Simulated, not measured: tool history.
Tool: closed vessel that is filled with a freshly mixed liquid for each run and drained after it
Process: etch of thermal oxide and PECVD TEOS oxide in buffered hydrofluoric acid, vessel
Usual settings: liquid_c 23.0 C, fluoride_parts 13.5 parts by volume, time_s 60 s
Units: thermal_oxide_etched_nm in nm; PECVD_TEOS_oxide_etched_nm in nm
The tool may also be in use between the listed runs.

run	hour	liquid_c	fluoride_parts	time_s	read-back film thickness of the thermal oxide reference wafer, read on the same gauge (nm)	read-back film thickness of the PECVD TEOS oxide reference wafer, read on the same gauge (nm)	thermal_oxide_etched_nm	PECVD_TEOS_oxide_etched_nm
1	0.0	23.0	13.5	60	30.01	99.97	50.42	104.66
2	68.6	23.0	13.5	60	29.99	100.00	49.69	105.08
3	106.5	23.0	13.5	60	29.99	100.04	49.20	104.51
4	203.9	23.0	13.5	60	30.00	100.07	49.40	103.16
5	271.2	23.0	13.5	60	29.99	99.99	48.82	102.79
6	301.7	23.0	12.0	60	30.00	100.00	54.65	115.69
7	337.1	23.0	12.0	60	30.04	100.00	54.49	114.97
# hour 375.5: thermometer replaced
8	392.4	23.0	13.5	60	29.99	100.01	51.59	108.76
# hour 410.4: gauge calibrated
9	419.3	23.0	13.5	60	30.00	99.99	51.19	108.43
10	470.3	20.0	13.5	85	29.99	99.98	61.60	128.65
# hour 472.3: hydrofluoric acid flow meter replaced
11	506.0	25.0	13.5	80	30.01	99.96	75.54	160.32
12	571.9	21.0	13.5	35	30.00	100.00	26.48	55.96
13	628.0	23.0	13.5	60	29.98	99.97	50.46	106.93
14	692.8	23.0	13.5	75	30.01	100.00	62.88	132.20
15	757.8	20.5	9.0	60	29.98	99.97	62.60	131.62

Forecast each of these 3 alternatives for the next run:
A	758.5	23.0	18.5	60	?	?	?	?
B	758.5	18.5	8.0	85	?	?	?	?
C	758.5	25.5	13.5	50	?	?	?	?

run	read-back film thickness of the thermal oxide reference wafer, read on the same gauge (nm)	read-back film thickness of the PECVD TEOS oxide reference wafer, read on the same gauge (nm)	thermal_oxide_etched_nm	PECVD_TEOS_oxide_etched_nm
A	29.99	100.01	36.54	77.75
B	29.99	100.01	89.34	190.10
C	29.99	100.01	47.61	101.30
Without the tool's hidden state the same runs would have given:
run	thermal_oxide_etched_nm	PECVD_TEOS_oxide_etched_nm
A	37.83	80.50
B	92.59	197.01
C	49.26	104.82
